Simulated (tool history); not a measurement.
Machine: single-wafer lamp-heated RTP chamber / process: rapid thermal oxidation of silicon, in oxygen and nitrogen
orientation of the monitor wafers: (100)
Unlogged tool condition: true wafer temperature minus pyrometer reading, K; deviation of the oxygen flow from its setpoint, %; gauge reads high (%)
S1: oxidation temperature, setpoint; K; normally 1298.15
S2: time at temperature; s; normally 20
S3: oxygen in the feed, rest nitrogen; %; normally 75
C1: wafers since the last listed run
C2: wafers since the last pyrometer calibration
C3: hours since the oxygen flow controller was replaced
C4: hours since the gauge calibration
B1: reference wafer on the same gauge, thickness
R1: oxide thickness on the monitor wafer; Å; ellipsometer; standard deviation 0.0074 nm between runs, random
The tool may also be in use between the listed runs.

run,hour,S1,S2,S3,C1,C2,C3,C4,B1,R1
1,0.0,1315.15,20,75,0,8533,5414.9,60.2,4.508,45.29
2,6.0,1315.15,20,75,38,8571,5420.9,66.2,4.511,45.47
3,15.9,1298.15,20,75,63,8635,5430.8,76.1,4.514,40.63
4,27.4,1298.15,20,83,73,8708,5442.3,87.6,4.510,41.79
5,34.7,1298.15,20,83,46,8755,5449.6,94.9,4.507,42.13
6,46.4,1298.15,20,83,74,8830,5461.3,106.6,4.511,41.98
7,53.3,1274.15,20,75,44,8874,5468.2,113.5,4.512,34.65
# hour 72.9: oxygen flow controller replaced
8,73.4,1274.15,20,75,77,8951,0.5,133.6,4.507,34.77
9,83.8,1274.15,20,75,66,9018,10.9,144.0,4.504,34.68
10,100.7,1317.15,12,89,108,9126,27.8,160.9,4.508,39.89
11,109.4,1281.15,10,96,55,9181,36.5,169.6,4.509,30.53
12,117.1,1320.15,30,46,49,9231,44.2,177.3,4.506,46.92
13,138.9,1324.15,20,75,139,9370,66.0,199.1,4.510,48.05
# hour 140.8: gauge calibrated
# hour 154.8: pyrometer window cleaned and pyrometer calibrated
14,155.3,1298.15,20,75,53,3,82.4,14.5,4.512,37.69
15,155.6,1270.15,20,64,1,5,82.7,14.8,4.509,30.36
16,162.2,1298.15,20,89,42,47,89.3,21.4,4.513,40.00

Forecast run 17:
17,182.1,1298.15,20,75,127,174,109.2,41.3,?,?

{"run 17": {"B1": 4.512, "R1": 37.88}}
The same run, on a tool lacking any hidden state, would have yielded R1 37.63 Å.
